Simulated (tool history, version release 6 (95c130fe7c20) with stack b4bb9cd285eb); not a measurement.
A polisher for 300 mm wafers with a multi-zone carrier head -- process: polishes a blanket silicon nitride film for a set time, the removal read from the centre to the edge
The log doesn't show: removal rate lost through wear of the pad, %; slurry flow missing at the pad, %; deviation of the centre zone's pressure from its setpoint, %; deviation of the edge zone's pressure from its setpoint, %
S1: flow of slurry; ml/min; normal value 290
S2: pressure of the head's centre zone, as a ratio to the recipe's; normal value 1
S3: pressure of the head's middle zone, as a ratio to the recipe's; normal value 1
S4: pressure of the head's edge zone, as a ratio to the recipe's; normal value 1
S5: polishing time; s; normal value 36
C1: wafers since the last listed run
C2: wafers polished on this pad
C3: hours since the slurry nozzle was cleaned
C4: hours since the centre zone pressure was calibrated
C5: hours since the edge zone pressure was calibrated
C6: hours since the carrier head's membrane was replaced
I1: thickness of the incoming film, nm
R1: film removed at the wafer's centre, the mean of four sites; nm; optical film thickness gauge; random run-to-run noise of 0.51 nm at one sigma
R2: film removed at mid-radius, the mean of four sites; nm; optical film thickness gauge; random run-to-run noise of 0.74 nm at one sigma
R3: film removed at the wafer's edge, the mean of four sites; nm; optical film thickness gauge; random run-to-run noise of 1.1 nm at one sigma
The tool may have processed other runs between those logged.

run	hour	S1	S2	S3	S4	S5	C1	C2	C3	C4	C5	C6	I1	R1	R2	R3
1	0	290	1	1	0.91	49	0	5492	170.3	413	140.6	886.1	662.4	95.8	98.2	94.3
2	66.8	340	1	1.08	1	36	1056	6548	237.1	479.8	207.4	952.9	659.3	73.1	78.5	75
# hour 131.4: carrier head's membrane replaced by a new one
3	131.9	290	1.1	1	1	44	950	7499	302.2	544.9	272.5	0.5	671.6	94.4	87.1	88.2
4	161	290	1	1.09	1	36	460	7959	331.3	574	301.6	29.6	655.5	69.6	76.5	73
# hour 164.3: centre zone pressure recalibrated
# hour 223.7: worn pad replaced by a new one
5	348.9	290	0.92	1.11	1.07	29	2875	1979	519.2	184.6	489.5	217.5	662	49.3	60.8	59.3
6	386.5	195	1	1.07	1	36	594	2574	556.8	222.2	527.1	255.1	666.6	57.6	62.7	65
# hour 390.6: edge zone pressure recalibrated
# hour 424.9: slurry nozzle cleaned, repeated, since the last time left the tool worse
7	531.1	375	1	1.08	1.11	42	2238	4813	106.2	366.8	140.5	399.7	665.9	91.6	98.2	97
8	580.8	290	1	1	1	36	785	5598	155.9	416.5	190.2	449.4	648.7	76.5	75	78.4
9	613.3	290	1	0.92	0.97	36	513	6112	188.4	449	222.7	481.9	657.5	77.1	73.2	77.4
10	660.4	325	1	0.93	1	36	744	6857	235.5	496.1	269.8	529	654.9	77.2	73.5	79.6
# hour 680.3: centre zone pressure recalibrated
11	689.3	205	1	0.88	1	36	425	7282	264.4	9	298.7	557.9	661.2	73	66.7	74.4
# hour 726.1: worn pad replaced by a new one
12	738.7	290	1	1	1	36	717	199	313.8	58.4	348.1	607.3	655	76.5	75.5	76.9
13	783.3	325	1.12	1	0.89	36	705	904	358.4	103	392.7	651.9	652.5	85.7	76.2	73.4
14	950.7	235	1.09	1	1.07	36	2646	3550	525.8	270.4	560.1	819.3	669.5	79.6	73.2	76.8
# hour 968.3: edge zone pressure recalibrated
# hour 1069.8: slurry nozzle cleaned
15	1083.5	320	1.04	1.07	1	23	2052	5603	13.7	403.2	115.2	952.1	650.2	51.2	52	50
16	1149.4	340	0.96	1.04	1	36	1041	6644	79.6	469.1	181.1	1018	665.5	75.2	80.1	80.1
17	1208.3	390	1	0.96	1	36	931	7576	138.5	528	240	1076.9	659.1	77.7	77.1	78.6
18	1251.3	290	1	1	1	24	679	8256	181.5	571	283	1119.9	654.1	50.7	51.1	51.3
# hour 1256.2: worn pad replaced by a new one
# hour 1264.7: centre zone pressure recalibrated
19	1308.2	290	1	1	1	36	804	790	238.4	43.5	339.9	1176.8	665.1	76.9	76.4	76.7
# hour 1315.6: carrier head's membrane replaced by a new one
20	1359.9	290	0.94	1	1	36	738	1528	290.1	95.2	391.6	44.3	668.4	71.2	76	76.5
21	1414.4	375	1	1.08	1.11	42	861	2390	344.6	149.7	446.1	98.8	666.5	92	95.8	94

Forecast each of these 5 alternatives for the next run:
A	1414.8	210	1	1	1	36	6	2396	345	150.1	446.5	99.2	674.2	?	?	?
B	1414.8	245	1	1.11	1	36	6	2396	345	150.1	446.5	99.2	674.2	?	?	?
C	1414.8	290	1.05	1	1	36	6	2396	345	150.1	446.5	99.2	674.2	?	?	?
D	1414.8	290	1	1	1	41	6	2396	345	150.1	446.5	99.2	674.2	?	?	?
E	1414.8	290	0.93	1.06	1	28	6	2396	345	150.1	446.5	99.2	674.2	?	?	?

run	R1	R2	R3
A	71.7	73.2	74.7
B	73.8	81.6	76
C	79.3	76.7	77.4
D	86	87.4	88.1
E	54.6	62.5	60.1
Without the tool's unlogged condition, the same runs would have read:
run	R1	R2	R3
A	72.6	74.1	75.4
B	74.6	82.4	76.5
C	80.1	77.4	77.8
D	86.8	88.1	88.7
E	55.1	63.1	60.5
